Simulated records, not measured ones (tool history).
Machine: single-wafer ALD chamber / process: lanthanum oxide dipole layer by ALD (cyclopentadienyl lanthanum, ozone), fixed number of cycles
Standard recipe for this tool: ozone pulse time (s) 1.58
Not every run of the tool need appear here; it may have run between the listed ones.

| run | day | ozone pulse time (s) | read-back reference wafer on the same gauge, thickness_nm | mean film thickness on the monitor wafer (nm) |
|---|---|---|---|---|
| 1 | 0 | 1.58 | 0.512 | 0.583 |
| 2 | 0.333 | 1.58 | 0.513 | 0.587 |
| 3 | 0.596 | 1.58 | 0.512 | 0.584 |
| 4 | 1.162 | 2.05 | 0.512 | 0.598 |
| 5 | 2.092 | 2.05 | 0.512 | 0.593 |
| 6 | 2.712 | 1.58 | 0.512 | 0.582 |
|  | 3.212 | thermocouple changed; heater temperature recalibrated |
|  | 3.658 | showerhead replaced |
| 7 | 3.679 | 1.58 | 0.512 | 0.586 |
| 8 | 3.85 | 1.22 | 0.513 | 0.565 |
| 9 | 4.483 | 1.22 | 0.512 | 0.567 |
| 10 | 4.742 | 1.58 | 0.512 | 0.583 |
|  | 5.279 | ozone generator serviced |
| 11 | 5.3 | 1.17 | 0.513 | 0.559 |
| 12 | 5.425 | 1.17 | 0.511 | 0.561 |
| 13 | 5.95 | 1.8 | 0.512 | 0.592 |
| 14 | 6.683 | 1.58 | 0.512 | 0.585 |
| 15 | 7.421 | 1.86 | 0.513 | 0.592 |
| 16 | 7.946 | 2.01 | 0.512 | 0.595 |
| 17 | 8.658 | 1.01 | 0.511 | 0.554 |
| 18 | 9.362 | 1.58 | 0.512 | 0.579 |
| 19 | 9.792 | 1.89 | 0.512 | 0.593 |
| 20 | 10.25 | 0.96 | 0.512 | 0.546 |

Run 21 is up next; what results do you expect?
| 21 | 11.962 | 1.75 | ? | ? |

{"run 21": {"read-back reference wafer on the same gauge, thickness_nm": 0.512, "mean film thickness on the monitor wafer (nm)": 0.593}}
The same run, on a tool lacking any hidden state, would have yielded mean film thickness on the monitor wafer (nm) 0.593.
